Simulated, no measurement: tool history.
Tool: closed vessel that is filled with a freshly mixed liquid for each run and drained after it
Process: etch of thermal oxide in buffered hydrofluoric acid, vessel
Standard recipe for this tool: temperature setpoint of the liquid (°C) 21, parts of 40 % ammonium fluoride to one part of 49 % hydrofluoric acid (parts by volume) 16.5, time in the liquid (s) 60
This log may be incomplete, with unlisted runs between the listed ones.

run	hour	temperature setpoint of the liquid (°C)	parts of 40 % ammonium fluoride to one part of 49 % hydrofluoric acid (parts by volume)	time in the liquid (s)	wafers since the last listed run	hours since the thermometer was replaced	hours since the hydrofluoric acid flow meter was replaced	hours since the gauge calibration	read-back film thickness of the thermal oxide reference wafer, read on the same gauge (nm)	thickness taken off the thermal oxide on a monitor wafer (Å)
1	0	21	16.5	45	0	1149	2047	180.9	110	329
2	7.2	21	16.5	75	916	1156.2	2054.2	188.1	109.98	551.3
3	23.5	21	16.5	55	2074	1172.5	2070.5	204.4	110	408.3
4	38.4	21	12	80	1896	1187.4	2085.4	219.3	109.99	807.8
5	63	21	16.5	60	3131	1212	2110	243.9	109.99	450.3
6	80.5	21	13	35	2227	1229.5	2127.5	261.4	110	328.1
7	96.3	21	16.5	60	2011	1245.3	2143.3	277.2	109.97	445.4
8	111.5	21	16.5	60	1934	1260.5	2158.5	292.4	109.99	450.9
# hour 115.7: hydrofluoric acid flow meter replaced
9	125.6	21	16.5	60	1667	1274.6	9.9	306.5	109.99	444.6
10	137.3	21	16.5	60	1489	1286.3	21.6	318.2	110.01	445
11	148.3	21	16.5	60	1400	1297.3	32.6	329.2	109.99	447
12	164.9	21	16.5	60	2113	1313.9	49.2	345.8	110.01	449.9
13	176	21	16.5	60	1412	1325	60.3	356.9	110.02	451.3
14	185.9	21	16.5	60	1260	1334.9	70.2	366.8	109.99	443.8
15	196.9	21	16.5	60	1400	1345.9	81.2	377.8	110	445.4
# hour 208.1: thermometer replaced
16	209.3	21	13.5	60	1451	1.2	93.6	390.2	110	470.9
17	219.1	21	16.5	60	1247	11	103.4	400	109.99	381.5
18	234.5	19	16.5	95	1960	26.4	118.8	415.4	109.99	542.7
19	251.1	19.5	12.5	45	2113	43	135.4	432	110	356.4
20	259.2	21	16.5	60	1031	51.1	143.5	440.1	109.99	383.7
# hour 271.8: gauge calibrated
21	274.9	21	16.5	60	1998	66.8	159.2	3.1	110	386.6
22	288.1	24.5	16.5	90	1680	80	172.4	16.3	109.98	703.6

The next listed run, before its measurement:
23	300.4	19.5	11	75	1565	92.3	184.7	28.6	?	?

{"run 23": {"read-back film thickness of the thermal oxide reference wafer, read on the same gauge (nm)": 110, "thickness taken off the thermal oxide on a monitor wafer (Å)": 674.5}}
Minus the tool's unlogged condition, the same run would have read thickness taken off the thermal oxide on a monitor wafer (Å) 666.9.

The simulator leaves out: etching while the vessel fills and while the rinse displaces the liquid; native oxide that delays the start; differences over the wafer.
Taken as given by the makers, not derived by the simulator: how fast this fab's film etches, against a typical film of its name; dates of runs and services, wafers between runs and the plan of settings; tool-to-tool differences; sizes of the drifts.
